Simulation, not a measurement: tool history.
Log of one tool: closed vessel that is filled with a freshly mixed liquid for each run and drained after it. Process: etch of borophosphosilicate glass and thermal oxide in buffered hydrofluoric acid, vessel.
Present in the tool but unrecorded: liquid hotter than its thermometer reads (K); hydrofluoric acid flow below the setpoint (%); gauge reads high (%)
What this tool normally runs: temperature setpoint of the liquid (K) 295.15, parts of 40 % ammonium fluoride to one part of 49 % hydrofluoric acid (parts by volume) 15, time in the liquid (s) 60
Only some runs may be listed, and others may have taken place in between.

run	day	temperature setpoint of the liquid (K)	parts of 40 % ammonium fluoride to one part of 49 % hydrofluoric acid (parts by volume)	time in the liquid (s)	wafers since the last listed run	hours since the thermometer was replaced	hours since the hydrofluoric acid flow meter was replaced	hours since the gauge calibration	read-back film thickness of the borophosphosilicate glass reference wafer, read on the same gauge (nm)	read-back film thickness of the thermal oxide reference wafer, read on the same gauge (nm)	thickness taken off the borophosphosilicate glass on a monitor wafer (nm)	thickness taken off the thermal oxide on a monitor wafer (nm)
1	0	295.15	15	60	0	1545.4	731.9	466.8	109.95	30	61.82	42.33
2	3.312	295.15	15	60	8010	1624.9	811.4	546.3	110.03	29.97	61.54	42.64
3	5.038	295.15	15	60	4171	1666.3	852.8	587.7	109.97	29.99	60.47	42.63
4	6.6	296.15	15	60	3778	1703.8	890.3	625.2	109.98	30.02	65.14	44.77
5	8.346	296.15	15	60	4221	1745.7	932.2	667.1	109.97	30.03	65.67	45.13
6	11.367	296.15	15	60	7305	1818.2	1004.7	739.6	109.96	29.99	65.56	44.9
7	13.608	295.15	11.5	60	5421	1872	1058.5	793.4	110.03	30.01	80.49	55.43
8	15.317	295.15	11.5	60	4131	1913	1099.5	834.4	110.01	30	81.16	55.11
9	19.517	295.15	15	60	10156	2013.8	1200.3	935.2	110.01	29.98	62.75	42.88
# day 22.146: hydrofluoric acid flow meter replaced
10	23.338	295.15	15	30	9139	2105.5	28.6	1026.9	110	29.98	31.34	21.25
11	25.421	293.65	15	60	5038	2155.5	78.6	1076.9	110	30.01	57.23	39.49
# day 25.733: thermometer replaced
# day 25.908: gauge calibrated
12	28.471	291.65	18.5	60	7275	65.7	151.8	61.5	110.02	29.99	45	30.83
# day 34.846: thermometer replaced, repeated, since the last time left the tool worse
13	40.546	295.15	15	60	29100	136.8	441.6	351.3	110.01	30.02	58.35	40.56
14	42.404	293.15	12	75	4494	181.4	486.2	395.9	109.97	30	83	57.38
15	44.583	292.65	15	45	5269	233.7	538.5	448.2	110.01	30.02	38.62	26.66
16	47.971	297.65	18	60	8192	315	619.8	529.5	110.01	29.99	56.73	39.43

5 options for the next run, each taken on its own from the tool as it stands now. Forecast them:
A	48	295.15	15	60	70	315.7	620.5	530.2	?	?	?	?
B	48	299.65	9	75	70	315.7	620.5	530.2	?	?	?	?
C	48	291.65	15	60	70	315.7	620.5	530.2	?	?	?	?
D	48	295.15	17	30	70	315.7	620.5	530.2	?	?	?	?
E	48	293.15	17	90	70	315.7	620.5	530.2	?	?	?	?

run	read-back film thickness of the borophosphosilicate glass reference wafer, read on the same gauge (nm)	read-back film thickness of the thermal oxide reference wafer, read on the same gauge (nm)	thickness taken off the borophosphosilicate glass on a monitor wafer (nm)	thickness taken off the thermal oxide on a monitor wafer (nm)
A	110	30.02	59.55	40.92
B	110	30.02	151.07	103.74
C	110	30.02	49.09	33.66
D	110	30.02	26.31	18.09
E	110	30.02	70.71	48.56
Without the tool's hidden state the same runs would have given:
run	thickness taken off the borophosphosilicate glass on a monitor wafer (nm)	thickness taken off the thermal oxide on a monitor wafer (nm)
A	58.33	40.07
B	148.06	101.65
C	48.06	32.94
D	25.77	17.71
E	69.24	47.53

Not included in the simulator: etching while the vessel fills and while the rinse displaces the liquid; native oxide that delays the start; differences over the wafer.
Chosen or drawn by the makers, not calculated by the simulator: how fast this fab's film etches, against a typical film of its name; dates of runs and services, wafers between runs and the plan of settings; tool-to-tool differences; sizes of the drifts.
